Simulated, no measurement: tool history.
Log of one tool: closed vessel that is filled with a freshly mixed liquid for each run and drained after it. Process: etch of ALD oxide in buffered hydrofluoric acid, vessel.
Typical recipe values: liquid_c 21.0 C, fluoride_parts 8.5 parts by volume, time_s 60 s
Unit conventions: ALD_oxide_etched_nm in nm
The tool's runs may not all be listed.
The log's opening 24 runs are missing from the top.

run	day	liquid_c	fluoride_parts	time_s	wafers since the last listed run	hours since the thermometer was replaced	hours since the hydrofluoric acid flow meter was replaced	hours since the gauge calibration	read-back film thickness of the ALD oxide reference wafer, read on the same gauge (nm)	ALD_oxide_etched_nm
25	52.521	22.0	8.5	60	2080	33.8	127.3	90.3	129.98	211.92
26	55.329	21.0	8.5	50	5770	101.2	194.7	157.7	129.97	166.76
27	56.525	21.0	8.5	60	2456	129.9	223.4	186.4	129.98	197.12
28	61.642	23.5	8.5	90	10512	252.7	346.2	309.2	130.03	339.46
29	65.454	26.0	5.5	50	7833	344.2	437.7	400.7	130.01	325.31
30	67.829	21.0	8.5	60	4879	401.2	494.7	457.7	129.98	196.17
31	71.658	21.0	11.0	75	7867	493.1	586.6	549.6	129.98	192.28
32	72.729	21.0	8.5	60	2200	518.8	612.3	575.3	130.03	194.06
33	74.471	21.0	8.5	60	3578	560.6	654.1	617.1	130.03	194.50
# day 77.033: thermometer replaced
34	77.304	22.5	7.0	60	5735	6.5	722.1	685.1	129.96	264.06
35	79.838	26.0	10.0	30	5205	67.3	782.9	745.9	129.99	112.96

Predict each of these 3 candidate next runs independently; none follows another, all start after run 35:
A	79.867	21.0	8.5	60	59	68.0	783.6	746.6	?	?
B	79.867	25.5	10.0	30	59	68.0	783.6	746.6	?	?
C	79.867	22.5	7.5	30	59	68.0	783.6	746.6	?	?

run	read-back film thickness of the ALD oxide reference wafer, read on the same gauge (nm)	ALD_oxide_etched_nm
A	129.97	196.94
B	129.97	111.06
C	129.97	122.54
With no hidden state in the tool, these same runs would have given:
run	ALD_oxide_etched_nm
A	202.31
B	113.84
C	125.86
